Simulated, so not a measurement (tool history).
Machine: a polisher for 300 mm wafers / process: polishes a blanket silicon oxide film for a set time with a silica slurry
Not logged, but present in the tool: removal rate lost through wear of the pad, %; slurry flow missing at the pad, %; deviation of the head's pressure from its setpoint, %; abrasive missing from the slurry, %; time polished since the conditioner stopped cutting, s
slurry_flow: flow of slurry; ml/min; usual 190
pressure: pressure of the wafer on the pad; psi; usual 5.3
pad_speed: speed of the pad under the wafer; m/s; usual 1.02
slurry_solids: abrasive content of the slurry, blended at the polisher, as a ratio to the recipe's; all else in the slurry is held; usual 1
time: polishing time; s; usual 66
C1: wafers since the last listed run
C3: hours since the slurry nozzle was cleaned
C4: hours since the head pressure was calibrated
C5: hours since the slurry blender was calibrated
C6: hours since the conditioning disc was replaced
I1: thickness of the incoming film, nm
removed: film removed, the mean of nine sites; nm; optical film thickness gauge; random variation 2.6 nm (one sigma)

{"run": 1, "hour": 0.0, "slurry_flow": 190, "pressure": 5.3, "pad_speed": 1.02, "slurry_solids": 1, "time": 66, "C1": 0, "wafers polished on this pad": 2453, "C3": 96.2, "C4": 678.7, "C5": 182.7, "C6": 348.6, "I1": 1537.2, "removed": 224.2}
{"hour": 27.7, "done": "worn pad replaced by a new one"}
{"hour": 30.3, "done": "slurry blender recalibrated"}
{"run": 2, "hour": 39.7, "slurry_flow": 190, "pressure": 5.3, "pad_speed": 1.02, "slurry_solids": 1, "time": 66, "C1": 535, "wafers polished on this pad": 158, "C3": 135.9, "C4": 718.4, "C5": 9.4, "C6": 388.3, "I1": 1570.4, "removed": 221.3}
{"run": 3, "hour": 93.5, "slurry_flow": 190, "pressure": 5.3, "pad_speed": 1.02, "slurry_solids": 1, "time": 66, "C1": 855, "wafers polished on this pad": 1014, "C3": 189.7, "C4": 772.2, "C5": 63.2, "C6": 442.1, "I1": 1554.6, "removed": 220.5}
{"hour": 109.3, "done": "conditioning disc replaced and pad reconditioned"}
{"run": 4, "hour": 138.6, "slurry_flow": 190, "pressure": 5.3, "pad_speed": 1.02, "slurry_solids": 1, "time": 66, "C1": 685, "wafers polished on this pad": 1699, "C3": 234.8, "C4": 817.3, "C5": 108.3, "C6": 29.3, "I1": 1526.9, "removed": 235.7}
{"run": 5, "hour": 189.3, "slurry_flow": 190, "pressure": 5.3, "pad_speed": 1.02, "slurry_solids": 1, "time": 66, "C1": 806, "wafers polished on this pad": 2505, "C3": 285.5, "C4": 868, "C5": 159, "C6": 80, "I1": 1552.6, "removed": 229.9}
{"hour": 194.6, "done": "worn pad replaced by a new one"}
{"run": 6, "hour": 216.7, "slurry_flow": 190, "pressure": 5.3, "pad_speed": 1.02, "slurry_solids": 1, "time": 55, "C1": 372, "wafers polished on this pad": 351, "C3": 312.9, "C4": 895.4, "C5": 186.4, "C6": 107.4, "I1": 1559.2, "removed": 195.4}
{"hour": 222.7, "done": "slurry blender recalibrated"}
{"run": 7, "hour": 273.3, "slurry_flow": 190, "pressure": 5.3, "pad_speed": 1.02, "slurry_solids": 1, "time": 55, "C1": 868, "wafers polished on this pad": 1219, "C3": 369.5, "C4": 952, "C5": 50.6, "C6": 164, "I1": 1558.6, "removed": 197}
{"run": 8, "hour": 323.6, "slurry_flow": 190, "pressure": 5.3, "pad_speed": 1.02, "slurry_solids": 1, "time": 55, "C1": 799, "wafers polished on this pad": 2018, "C3": 419.8, "C4": 1002.3, "C5": 100.9, "C6": 214.3, "I1": 1552.3, "removed": 190.1}
{"hour": 363.0, "done": "worn pad replaced by a new one"}
{"run": 9, "hour": 368.7, "slurry_flow": 190, "pressure": 5.3, "pad_speed": 1.02, "slurry_solids": 1.1, "time": 66, "C1": 653, "wafers polished on this pad": 90, "C3": 464.9, "C4": 1047.4, "C5": 146, "C6": 259.4, "I1": 1537.1, "removed": 232}
{"hour": 403.6, "done": "slurry blender recalibrated"}
{"run": 10, "hour": 404.1, "slurry_flow": 190, "pressure": 5.3, "pad_speed": 1.02, "slurry_solids": 1, "time": 66, "C1": 530, "wafers polished on this pad": 621, "C3": 500.3, "C4": 1082.8, "C5": 0.5, "C6": 294.8, "I1": 1566, "removed": 229.8}
{"run": 11, "hour": 468.6, "slurry_flow": 135, "pressure": 5.3, "pad_speed": 0.8, "slurry_solids": 0.9, "time": 72, "C1": 1025, "wafers polished on this pad": 1646, "C3": 564.8, "C4": 1147.3, "C5": 65, "C6": 359.3, "I1": 1532.4, "removed": 196.1}
{"hour": 475.3, "done": "slurry nozzle cleaned"}
{"hour": 524.4, "done": "conditioning disc replaced and pad reconditioned"}
{"hour": 531.0, "done": "worn pad replaced by a new one"}
{"run": 12, "hour": 534.4, "slurry_flow": 190, "pressure": 5.3, "pad_speed": 1.02, "slurry_solids": 1.1, "time": 48, "C1": 934, "wafers polished on this pad": 54, "C3": 59.1, "C4": 1213.1, "C5": 130.8, "C6": 10, "I1": 1565.7, "removed": 158.7}
{"hour": 587.1, "done": "head pressure recalibrated"}
{"hour": 608.2, "done": "slurry blender recalibrated"}
{"hour": 693.0, "done": "worn pad replaced by a new one"}
{"hour": 707.7, "done": "conditioning disc replaced and pad reconditioned, repeated, since the last time left the tool worse"}
{"run": 13, "hour": 713.1, "slurry_flow": 190, "pressure": 5.3, "pad_speed": 1.02, "slurry_solids": 1, "time": 66, "C1": 2681, "wafers polished on this pad": 287, "C3": 237.8, "C4": 126, "C5": 104.9, "C6": 5.4, "I1": 1539.9, "removed": 236.5}
{"run": 14, "hour": 756.4, "slurry_flow": 150, "pressure": 5.3, "pad_speed": 1.02, "slurry_solids": 1, "time": 53, "C1": 688, "wafers polished on this pad": 976, "C3": 281.1, "C4": 169.3, "C5": 148.2, "C6": 48.7, "I1": 1561.3, "removed": 187.8}
{"run": 15, "hour": 823.2, "slurry_flow": 190, "pressure": 3.9, "pad_speed": 1.02, "slurry_solids": 1, "time": 58, "C1": 1061, "wafers polished on this pad": 2038, "C3": 347.9, "C4": 236.1, "C5": 215, "C6": 115.5, "I1": 1560.4, "removed": 165.5}
{"hour": 826.6, "done": "slurry blender recalibrated"}
{"run": 16, "hour": 863.9, "slurry_flow": 190, "pressure": 5.3, "pad_speed": 1.02, "slurry_solids": 1.1, "time": 48, "C1": 615, "wafers polished on this pad": 2653, "C3": 388.6, "C4": 276.8, "C5": 37.3, "C6": 156.2, "I1": 1538.5, "removed": 175.5}
{"hour": 882.2, "done": "worn pad replaced by a new one"}
{"run": 17, "hour": 889.1, "slurry_flow": 190, "pressure": 4.4, "pad_speed": 1.02, "slurry_solids": 1, "time": 89, "C1": 337, "wafers polished on this pad": 109, "C3": 413.8, "C4": 302, "C5": 62.5, "C6": 181.4, "I1": 1526.4, "removed": 273.2}

Below, each run's measurement less what the same run would have read without the hidden state. Both values contain the same run-to-run variation, but the gauge's scatter may not be the same in both:
run=1 removed=-11.6
run=2 removed=-14
run=3 removed=-17.7
run=4 removed=-0.3
run=5 removed=-0.7
run=6 removed=-1.1
run=7 removed=-2.3
run=8 removed=-3.8
run=9 removed=-6.6
run=10 removed=-8.3
run=11 removed=-8.8
run=12 removed=-17.6
run=13 removed=-0.6
run=14 removed=-0.7
run=15 removed=-1.1
run=16 removed=-2.2
run=17 removed=-3.9

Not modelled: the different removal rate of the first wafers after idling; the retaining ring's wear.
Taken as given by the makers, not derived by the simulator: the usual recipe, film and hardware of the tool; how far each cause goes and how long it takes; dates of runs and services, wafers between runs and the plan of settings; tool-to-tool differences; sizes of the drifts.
